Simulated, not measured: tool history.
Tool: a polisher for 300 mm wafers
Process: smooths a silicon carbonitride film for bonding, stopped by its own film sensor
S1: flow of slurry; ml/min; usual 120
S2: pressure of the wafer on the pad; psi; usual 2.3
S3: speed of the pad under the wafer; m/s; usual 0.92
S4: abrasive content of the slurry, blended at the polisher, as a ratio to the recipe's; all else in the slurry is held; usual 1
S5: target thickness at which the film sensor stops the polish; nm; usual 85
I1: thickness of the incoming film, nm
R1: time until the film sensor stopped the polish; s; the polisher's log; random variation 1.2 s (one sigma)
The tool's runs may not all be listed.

{"run": 1, "day": 0.0, "S1": 120, "S2": 2.3, "S3": 0.92, "S4": 1, "S5": 85, "I1": 108.1, "R1": 96.4}
{"run": 2, "day": 0.638, "S1": 120, "S2": 2.3, "S3": 0.92, "S4": 1, "S5": 85, "I1": 108.6, "R1": 101}
{"day": 0.929, "done": "worn pad replaced by a new one"}
{"run": 3, "day": 1.221, "S1": 120, "S2": 2.3, "S3": 0.92, "S4": 1, "S5": 85, "I1": 109.1, "R1": 100.3}
{"run": 4, "day": 1.846, "S1": 120, "S2": 2.3, "S3": 0.92, "S4": 1, "S5": 85, "I1": 111.4, "R1": 113.1}
{"run": 5, "day": 2.421, "S1": 120, "S2": 2.3, "S3": 0.92, "S4": 1, "S5": 85, "I1": 111.5, "R1": 111.2}
{"run": 6, "day": 2.808, "S1": 120, "S2": 2.3, "S3": 0.92, "S4": 1.1, "S5": 85, "I1": 109.8, "R1": 100.3}
{"run": 7, "day": 3.321, "S1": 120, "S2": 2.3, "S3": 0.92, "S4": 1, "S5": 85, "I1": 109.3, "R1": 102.9}
{"run": 8, "day": 4.062, "S1": 120, "S2": 2.3, "S3": 0.92, "S4": 1, "S5": 85, "I1": 109.1, "R1": 101.1}
{"run": 9, "day": 4.533, "S1": 120, "S2": 2.3, "S3": 0.92, "S4": 1, "S5": 85, "I1": 109.8, "R1": 106}
{"run": 10, "day": 5.221, "S1": 120, "S2": 2.3, "S3": 0.92, "S4": 1, "S5": 85, "I1": 110.1, "R1": 105.8}
{"run": 11, "day": 5.717, "S1": 120, "S2": 2.3, "S3": 0.92, "S4": 1.15, "S5": 85, "I1": 111.6, "R1": 107}
{"run": 12, "day": 6.029, "S1": 120, "S2": 2.3, "S3": 0.92, "S4": 1.15, "S5": 85, "I1": 111.7, "R1": 104.6}
{"run": 13, "day": 6.454, "S1": 120, "S2": 2.3, "S3": 0.92, "S4": 1, "S5": 85, "I1": 109.2, "R1": 103.7}
{"run": 14, "day": 6.817, "S1": 120, "S2": 2.3, "S3": 0.92, "S4": 1, "S5": 87, "I1": 107.9, "R1": 90.6}
{"run": 15, "day": 7.429, "S1": 145, "S2": 1.9, "S3": 0.92, "S4": 0.8, "S5": 85, "I1": 110.1, "R1": 134.7}
{"day": 7.908, "done": "worn pad replaced by a new one"}
{"run": 16, "day": 7.929, "S1": 105, "S2": 2.3, "S3": 0.92, "S4": 1, "S5": 91, "I1": 109.8, "R1": 80.4}
{"day": 8.442, "done": "slurry nozzle cleaned"}
{"day": 8.725, "done": "slurry blender recalibrated"}
{"day": 9.138, "done": "head pressure recalibrated"}
{"run": 17, "day": 9.696, "S1": 120, "S2": 2.3, "S3": 0.92, "S4": 1, "S5": 85, "I1": 110.4, "R1": 96.9}
{"run": 18, "day": 11.138, "S1": 120, "S2": 2.3, "S3": 0.92, "S4": 1, "S5": 85, "I1": 110.8, "R1": 101.9}
{"run": 19, "day": 11.525, "S1": 120, "S2": 2.3, "S3": 0.76, "S4": 1.1, "S5": 85, "I1": 109.6, "R1": 105.1}
{"run": 20, "day": 12.129, "S1": 120, "S2": 2.3, "S3": 0.92, "S4": 1, "S5": 85, "I1": 108.6, "R1": 92.2}
{"run": 21, "day": 12.433, "S1": 110, "S2": 3.1, "S3": 0.92, "S4": 1, "S5": 78, "I1": 108.5, "R1": 95.4}
{"run": 22, "day": 12.975, "S1": 120, "S2": 3.1, "S3": 0.92, "S4": 0.85, "S5": 85, "I1": 112.1, "R1": 91.3}
{"run": 23, "day": 14.225, "S1": 120, "S2": 2.3, "S3": 0.92, "S4": 1, "S5": 78, "I1": 111.1, "R1": 130.4}
{"day": 14.771, "done": "worn pad replaced by a new one"}
{"run": 24, "day": 14.792, "S1": 120, "S2": 2.3, "S3": 0.92, "S4": 1.15, "S5": 85, "I1": 112.3, "R1": 99.1}
{"run": 25, "day": 15.658, "S1": 150, "S2": 2.3, "S3": 0.78, "S4": 0.85, "S5": 93, "I1": 111, "R1": 86.8}
{"run": 26, "day": 16.375, "S1": 110, "S2": 3.1, "S3": 1.1, "S4": 0.9, "S5": 85, "I1": 108.3, "R1": 69.1}
{"run": 27, "day": 16.925, "S1": 120, "S2": 2.3, "S3": 0.92, "S4": 1, "S5": 85, "I1": 110.3, "R1": 98.6}
{"run": 28, "day": 17.388, "S1": 150, "S2": 2.3, "S3": 0.78, "S4": 0.85, "S5": 93, "I1": 111, "R1": 87.1}
{"day": 18.562, "done": "slurry blender recalibrated"}
{"run": 29, "day": 18.583, "S1": 120, "S2": 2.3, "S3": 0.92, "S4": 1.25, "S5": 88, "I1": 110, "R1": 79.3}

5 ways to go on from here, each from the tool as it stands after run 29. What would each give?
{"run": "A", "day": 18.604, "S1": 120, "S2": 1.8, "S3": 0.92, "S4": 1, "S5": 85, "I1": 109.4, "R1": "?"}
{"run": "B", "day": 18.604, "S1": 120, "S2": 2.3, "S3": 0.92, "S4": 0.75, "S5": 76, "I1": 109.4, "R1": "?"}
{"run": "C", "day": 18.604, "S1": 145, "S2": 3, "S3": 0.92, "S4": 1, "S5": 92, "I1": 109.4, "R1": "?"}
{"run": "D", "day": 18.604, "S1": 120, "S2": 2.3, "S3": 0.74, "S4": 1, "S5": 85, "I1": 109.4, "R1": "?"}
{"run": "E", "day": 18.604, "S1": 140, "S2": 2.3, "S3": 0.92, "S4": 1, "S5": 79, "I1": 109.4, "R1": "?"}

run=A R1=117.1
run=B R1=157.3
run=C R1=53.2
run=D R1=114.2
run=E R1=116.8
Without the tool's hidden state the same runs would have given:
run=A R1=113.4
run=B R1=152.3
run=C R1=51.5
run=D R1=110.5
run=E R1=113.1

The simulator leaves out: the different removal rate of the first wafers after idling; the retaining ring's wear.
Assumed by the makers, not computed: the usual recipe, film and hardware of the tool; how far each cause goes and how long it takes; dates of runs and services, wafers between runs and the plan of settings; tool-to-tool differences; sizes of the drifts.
